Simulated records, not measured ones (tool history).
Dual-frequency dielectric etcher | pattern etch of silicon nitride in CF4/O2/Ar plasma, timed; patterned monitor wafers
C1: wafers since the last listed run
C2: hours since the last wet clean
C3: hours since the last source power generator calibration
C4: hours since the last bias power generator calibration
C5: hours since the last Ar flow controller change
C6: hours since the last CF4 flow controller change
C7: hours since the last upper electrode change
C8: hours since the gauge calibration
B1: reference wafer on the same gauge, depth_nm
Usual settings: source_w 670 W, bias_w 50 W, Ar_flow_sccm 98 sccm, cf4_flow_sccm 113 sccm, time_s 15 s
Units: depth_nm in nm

{"run": 1, "hour": 0.0, "source_w": 670, "bias_w": 50, "Ar_flow_sccm": 98, "cf4_flow_sccm": 113, "time_s": 18, "C1": 0, "C2": 24.5, "C3": 2549.3, "C4": 3038.1, "C5": 3265.9, "C6": 1418.4, "C7": 1979.9, "C8": 592.6, "B1": 43.88, "depth_nm": 48.98}
{"run": 2, "hour": 56.2, "source_w": 670, "bias_w": 50, "Ar_flow_sccm": 98, "cf4_flow_sccm": 113, "time_s": 18, "C1": 1071, "C2": 80.7, "C3": 2605.5, "C4": 3094.3, "C5": 3322.1, "C6": 1474.6, "C7": 2036.1, "C8": 648.8, "B1": 43.84, "depth_nm": 49.16}
{"hour": 145.3, "done": "gauge calibrated"}
{"run": 3, "hour": 164.3, "source_w": 670, "bias_w": 50, "Ar_flow_sccm": 98, "cf4_flow_sccm": 113, "time_s": 15, "C1": 2060, "C2": 188.8, "C3": 2713.6, "C4": 3202.4, "C5": 3430.2, "C6": 1582.7, "C7": 2144.2, "C8": 19, "B1": 43.76, "depth_nm": 41.21}
{"run": 4, "hour": 208.8, "source_w": 670, "bias_w": 50, "Ar_flow_sccm": 98, "cf4_flow_sccm": 113, "time_s": 15, "C1": 848, "C2": 233.3, "C3": 2758.1, "C4": 3246.9, "C5": 3474.7, "C6": 1627.2, "C7": 2188.7, "C8": 63.5, "B1": 43.81, "depth_nm": 41.34}
{"hour": 264.3, "done": "Ar flow controller replaced"}
{"run": 5, "hour": 280.8, "source_w": 670, "bias_w": 50, "Ar_flow_sccm": 98, "cf4_flow_sccm": 113, "time_s": 15, "C1": 1257, "C2": 305.3, "C3": 2830.1, "C4": 3318.9, "C5": 16.5, "C6": 1699.2, "C7": 2260.7, "C8": 135.5, "B1": 43.81, "depth_nm": 41.57}
{"run": 6, "hour": 329.4, "source_w": 670, "bias_w": 50, "Ar_flow_sccm": 98, "cf4_flow_sccm": 113, "time_s": 15, "C1": 926, "C2": 353.9, "C3": 2878.7, "C4": 3367.5, "C5": 65.1, "C6": 1747.8, "C7": 2309.3, "C8": 184.1, "B1": 43.83, "depth_nm": 41.47}
{"run": 7, "hour": 354.1, "source_w": 670, "bias_w": 50, "Ar_flow_sccm": 98, "cf4_flow_sccm": 113, "time_s": 15, "C1": 470, "C2": 378.6, "C3": 2903.4, "C4": 3392.2, "C5": 89.8, "C6": 1772.5, "C7": 2334, "C8": 208.8, "B1": 43.8, "depth_nm": 41.38}
{"hour": 402.2, "done": "wet clean of the chamber"}
{"hour": 414.4, "done": "bias power generator calibrated"}
{"run": 8, "hour": 424.8, "source_w": 670, "bias_w": 50, "Ar_flow_sccm": 98, "cf4_flow_sccm": 113, "time_s": 15, "C1": 813, "C2": 22.6, "C3": 2974.1, "C4": 10.4, "C5": 160.5, "C6": 1843.2, "C7": 2404.7, "C8": 279.5, "B1": 43.83, "depth_nm": 40.63}
{"run": 9, "hour": 478.5, "source_w": 750, "bias_w": 41, "Ar_flow_sccm": 98, "cf4_flow_sccm": 113, "time_s": 10.5, "C1": 1023, "C2": 76.3, "C3": 3027.8, "C4": 64.1, "C5": 214.2, "C6": 1896.9, "C7": 2458.4, "C8": 333.2, "B1": 43.82, "depth_nm": 30.3}
{"run": 10, "hour": 529.3, "source_w": 670, "bias_w": 50, "Ar_flow_sccm": 98, "cf4_flow_sccm": 113, "time_s": 15, "C1": 968, "C2": 127.1, "C3": 3078.6, "C4": 114.9, "C5": 265, "C6": 1947.7, "C7": 2509.2, "C8": 384, "B1": 43.84, "depth_nm": 40.87}
{"hour": 579.6, "done": "upper electrode replaced, of another model than before"}
{"run": 11, "hour": 591.2, "source_w": 790, "bias_w": 50, "Ar_flow_sccm": 77, "cf4_flow_sccm": 95, "time_s": 18.5, "C1": 722, "C2": 189, "C3": 3140.5, "C4": 176.8, "C5": 326.9, "C6": 2009.6, "C7": 11.6, "C8": 445.9, "B1": 43.75, "depth_nm": 65.2}
{"run": 12, "hour": 628.8, "source_w": 670, "bias_w": 50, "Ar_flow_sccm": 98, "cf4_flow_sccm": 113, "time_s": 15, "C1": 716, "C2": 226.6, "C3": 3178.1, "C4": 214.4, "C5": 364.5, "C6": 2047.2, "C7": 49.2, "C8": 483.5, "B1": 43.79, "depth_nm": 40.97}
{"hour": 677.1, "done": "source power generator calibrated"}
{"run": 13, "hour": 699.1, "source_w": 840, "bias_w": 47, "Ar_flow_sccm": 111, "cf4_flow_sccm": 136, "time_s": 15, "C1": 1263, "C2": 296.9, "C3": 22, "C4": 284.7, "C5": 434.8, "C6": 2117.5, "C7": 119.5, "C8": 553.8, "B1": 43.8, "depth_nm": 55.06}
{"hour": 724.2, "done": "CF4 flow controller replaced"}
{"run": 14, "hour": 736.3, "source_w": 670, "bias_w": 50, "Ar_flow_sccm": 98, "cf4_flow_sccm": 99, "time_s": 12, "C1": 594, "C2": 334.1, "C3": 59.2, "C4": 321.9, "C5": 472, "C6": 12.1, "C7": 156.7, "C8": 591, "B1": 43.82, "depth_nm": 32.54}
{"hour": 788.3, "done": "gauge calibrated"}
{"run": 15, "hour": 806.9, "source_w": 500, "bias_w": 43, "Ar_flow_sccm": 98, "cf4_flow_sccm": 113, "time_s": 15, "C1": 1345, "C2": 404.7, "C3": 129.8, "C4": 392.5, "C5": 542.6, "C6": 82.7, "C7": 227.3, "C8": 18.6, "B1": 43.78, "depth_nm": 23.92}
{"hour": 860.6, "done": "wet clean of the chamber"}
{"run": 16, "hour": 861.1, "source_w": 790, "bias_w": 45, "Ar_flow_sccm": 77, "cf4_flow_sccm": 131, "time_s": 15, "C1": 575, "C2": 0.5, "C3": 184, "C4": 446.7, "C5": 596.8, "C6": 136.9, "C7": 281.5, "C8": 72.8, "B1": 43.75, "depth_nm": 52.39}
{"run": 17, "hour": 874.6, "source_w": 830, "bias_w": 50, "Ar_flow_sccm": 90, "cf4_flow_sccm": 113, "time_s": 15, "C1": 257, "C2": 14, "C3": 197.5, "C4": 460.2, "C5": 610.3, "C6": 150.4, "C7": 295, "C8": 86.3, "B1": 43.75, "depth_nm": 55.62}
{"run": 18, "hour": 899.5, "source_w": 590, "bias_w": 50, "Ar_flow_sccm": 83, "cf4_flow_sccm": 113, "time_s": 15, "C1": 474, "C2": 38.9, "C3": 222.4, "C4": 485.1, "C5": 635.2, "C6": 175.3, "C7": 319.9, "C8": 111.2, "B1": 43.86, "depth_nm": 34.31}
{"run": 19, "hour": 965.6, "source_w": 670, "bias_w": 50, "Ar_flow_sccm": 98, "cf4_flow_sccm": 113, "time_s": 15, "C1": 1259, "C2": 105, "C3": 288.5, "C4": 551.2, "C5": 701.3, "C6": 241.4, "C7": 386, "C8": 177.3, "B1": 43.79, "depth_nm": 40.73}
{"run": 20, "hour": 1019.2, "source_w": 670, "bias_w": 50, "Ar_flow_sccm": 98, "cf4_flow_sccm": 113, "time_s": 15, "C1": 1021, "C2": 158.6, "C3": 342.1, "C4": 604.8, "C5": 754.9, "C6": 295, "C7": 439.6, "C8": 230.9, "B1": 43.83, "depth_nm": 40.72}
{"run": 21, "hour": 1063.9, "source_w": 670, "bias_w": 50, "Ar_flow_sccm": 98, "cf4_flow_sccm": 113, "time_s": 15, "C1": 851, "C2": 203.3, "C3": 386.8, "C4": 649.5, "C5": 799.6, "C6": 339.7, "C7": 484.3, "C8": 275.6, "B1": 43.83, "depth_nm": 40.74}

Some steps in depth_nm between neighbouring runs. How much of each would the tool show without its hidden state too (settings, what came in, random variation), and how much is left for the hidden state, with any gauge scatter that isn't in both results?
The hidden state here: etch rate over this chamber's usual, %; source power that arrives over what is set, %; bias power that arrives over what is set, %; Ar flow that arrives over what is set, %; CF4 flow that arrives over what is set, %; gauge reads high (%).
Run 7 -> 8: wet clean of the chamber, bias power generator calibrated. depth_nm -0.75 nm: hidden state -0.78, all else +0.03.
Run 10 -> 11: source_w 670 -> 790, Ar_flow_sccm 98 -> 77, cf4_flow_sccm 113 -> 95, time_s 15 -> 18.5, upper electrode replaced, of another model than before. depth_nm +24.33 nm: hidden state +0.23, all else +24.1.
Run 15 -> 16: source_w 500 -> 790, bias_w 43 -> 45, Ar_flow_sccm 98 -> 77, cf4_flow_sccm 113 -> 131, wet clean of the chamber. depth_nm +28.47 nm: hidden state -0.43, all else +28.9.
